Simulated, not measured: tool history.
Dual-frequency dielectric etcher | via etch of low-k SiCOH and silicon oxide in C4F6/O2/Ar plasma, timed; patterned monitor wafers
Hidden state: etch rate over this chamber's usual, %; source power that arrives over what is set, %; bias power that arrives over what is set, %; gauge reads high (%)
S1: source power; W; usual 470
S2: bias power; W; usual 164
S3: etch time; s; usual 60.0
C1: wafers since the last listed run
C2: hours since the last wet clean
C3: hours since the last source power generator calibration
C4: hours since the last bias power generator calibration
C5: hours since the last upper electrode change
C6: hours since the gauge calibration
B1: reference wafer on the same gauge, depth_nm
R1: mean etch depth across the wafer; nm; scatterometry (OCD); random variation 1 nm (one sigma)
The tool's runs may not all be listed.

Run 1, hour 0.0: usual settings; C1 0; C2 194.3; C3 3231.1; C4 3531.1; C5 4703.3; C6 820.1; B1 160.0. Result: R1 170.1 nm.
Run 2, hour 53.8: usual settings but S3 68.5 s; C1 912; C2 248.1; C3 3284.9; C4 3584.9; C5 4757.1; C6 873.9; B1 159.8. Result: R1 194.2 nm.
Run 3, hour 82.4: usual settings but S3 68.5 s; C1 484; C2 276.7; C3 3313.5; C4 3613.5; C5 4785.7; C6 902.5; B1 159.9. Result: R1 192.0 nm.
Run 4, hour 125.5: usual settings but S1 390 W; C1 730; C2 319.8; C3 3356.6; C4 3656.6; C5 4828.8; C6 945.6; B1 159.9. Result: R1 155.7 nm.
Run 5, hour 192.2: usual settings but S1 390 W; C1 1130; C2 386.5; C3 3423.3; C4 3723.3; C5 4895.5; C6 1012.3; B1 159.9. Result: R1 156.7 nm.
Run 6, hour 242.6: usual settings but S1 390 W; C1 854; C2 436.9; C3 3473.7; C4 3773.7; C5 4945.9; C6 1062.7; B1 160.2. Result: R1 157.6 nm.
Run 7, hour 301.2: usual settings; C1 993; C2 495.5; C3 3532.3; C4 3832.3; C5 5004.5; C6 1121.3; B1 160.3. Result: R1 171.1 nm.
At hour 326.1: wet clean of the chamber.
Run 8, hour 343.5: usual settings; C1 310; C2 17.4; C3 3574.6; C4 3874.6; C5 5046.8; C6 1163.6; B1 159.9. Result: R1 152.5 nm.
Run 9, hour 468.4: usual settings but S2 180 W; C1 2117; C2 142.3; C3 3699.5; C4 3999.5; C5 5171.7; C6 1288.5; B1 159.9. Result: R1 158.9 nm.
Run 10, hour 498.2: usual settings but S2 180 W; C1 505; C2 172.1; C3 3729.3; C4 4029.3; C5 5201.5; C6 1318.3; B1 160.2. Result: R1 158.5 nm.
Run 11, hour 553.9: usual settings but S2 180 W; C1 944; C2 227.8; C3 3785.0; C4 4085.0; C5 5257.2; C6 1374.0; B1 159.8. Result: R1 159.2 nm.
At hour 579.7: wet clean of the chamber, repeated, since the last time left the tool worse.
Run 12, hour 588.8: usual settings; C1 184; C2 9.1; C3 3819.9; C4 4119.9; C5 5292.1; C6 1408.9; B1 160.0. Result: R1 163.8 nm.
Run 13, hour 660.1: usual settings; C1 1208; C2 80.4; C3 3891.2; C4 4191.2; C5 5363.4; C6 1480.2; B1 160.1. Result: R1 165.8 nm.
At hour 691.8: gauge calibrated.
Run 14, hour 701.0: usual settings but S1 500 W, S3 51.5 s; C1 693; C2 121.3; C3 3932.1; C4 4232.1; C5 5404.3; C6 9.2; B1 159.9. Result: R1 146.3 nm.
At hour 752.1: upper electrode replaced.
Run 15, hour 752.6: usual settings but S2 180 W; C1 467; C2 172.9; C3 3983.7; C4 4283.7; C5 0.5; C6 60.8; B1 160.4. Result: R1 169.0 nm.
Run 16, hour 792.2: usual settings but S1 590 W; C1 671; C2 212.5; C3 4023.3; C4 4323.3; C5 40.1; C6 100.4; B1 160.1. Result: R1 186.3 nm.
At hour 803.7: bias power generator calibrated.
Run 17, hour 821.0: usual settings but S1 550 W, S2 147 W, S3 75.0 s; C1 420; C2 241.3; C3 4052.1; C4 17.3; C5 68.9; C6 129.2; B1 160.1. Result: R1 220.3 nm.
Run 18, hour 864.0: usual settings but S3 75.0 s; C1 728; C2 284.3; C3 4095.1; C4 60.3; C5 111.9; C6 172.2; B1 160.3. Result: R1 211.6 nm.
Run 19, hour 914.9: usual settings but S1 440 W, S2 152 W, S3 53.5 s; C1 862; C2 335.2; C3 4146.0; C4 111.2; C5 162.8; C6 223.1; B1 160.0. Result: R1 143.7 nm.
Run 20, hour 951.8: usual settings; C1 625; C2 372.1; C3 4182.9; C4 148.1; C5 199.7; C6 260.0; B1 160.0. Result: R1 171.1 nm.
At hour 979.9: source power generator calibrated.
Run 21, hour 980.4: usual settings but S1 430 W, S2 149 W, S3 54.5 s; C1 417; C2 400.7; C3 0.5; C4 176.7; C5 228.3; C6 288.6; B1 159.9. Result: R1 144.8 nm.
Run 22, hour 1018.5: usual settings; C1 645; C2 438.8; C3 38.6; C4 214.8; C5 266.4; C6 326.7; B1 160.4. Result: R1 170.6 nm.
Run 23, hour 1073.8: usual settings but S1 530 W, S2 181 W, S3 42.5 s; C1 937; C2 494.1; C3 93.9; C4 270.1; C5 321.7; C6 382.0; B1 159.8. Result: R1 131.8 nm.
Run 24, hour 1123.8: usual settings but S2 181 W, S3 78.0 s; C1 847; C2 544.1; C3 143.9; C4 320.1; C5 371.7; C6 432.0; B1 160.2. Result: R1 228.8 nm.
At hour 1201.5: wet clean of the chamber.
Run 25, hour 1202.0: usual settings; C1 918; C2 0.5; C3 222.1; C4 398.3; C5 449.9; C6 510.2; B1 160.2. Result: R1 165.5 nm.
Run 26, hour 1245.5: usual settings; C1 737; C2 44.0; C3 265.6; C4 441.8; C5 493.4; C6 553.7; B1 160.0. Result: R1 164.8 nm.
Run 27, hour 1313.5: usual settings but S3 50.0 s; C1 1152; C2 112.0; C3 333.6; C4 509.8; C5 561.4; C6 621.7; B1 160.1. Result: R1 139.5 nm.
Run 28, hour 1376.8: usual settings but S1 390 W, S2 193 W, S3 68.0 s; C1 1073; C2 175.3; C3 396.9; C4 573.1; C5 624.7; C6 685.0; B1 160.5. Result: R1 179.1 nm.

How the hidden state differs across the entries between the runs, from the last listed run before each to the first after it:
Between runs 7 and 8: wet clean of the chamber (hour 326.1)
  etch rate over this chamber's usual, %: 4.3 -> -6.79
  measured less the result without the state, R1: +7.1 -> -11.1 nm
Between runs 11 and 12: wet clean of the chamber, repeated, since the last time left the tool worse (hour 579.7)
  etch rate over this chamber's usual, %: -5.11 -> -0.547
  measured less the result without the state, R1: -8.6 -> -0.9 nm
Between runs 13 and 14: gauge calibrated (hour 691.8)
  etch rate over this chamber's usual, %: 0.021 -> 0.347
  measured less the result without the state, R1: +0.0 -> +0.5 nm
Between runs 14 and 15: upper electrode replaced (hour 752.1)
  etch rate over this chamber's usual, %: 0.347 -> 0.758
  measured less the result without the state, R1: +0.5 -> +1.3 nm
Between runs 16 and 17: bias power generator calibrated (hour 803.7)
  etch rate over this chamber's usual, %: 1.07 -> 1.3
  measured less the result without the state, R1: +1.9 -> +2.8 nm
Between runs 20 and 21: source power generator calibrated (hour 979.9)
  etch rate over this chamber's usual, %: 2.35 -> 2.57
  measured less the result without the state, R1: +3.9 -> +3.7 nm
Between runs 24 and 25: wet clean of the chamber (hour 1201.5)
  etch rate over this chamber's usual, %: 3.72 -> -0.425
  measured less the result without the state, R1: +8.2 -> -0.7 nm
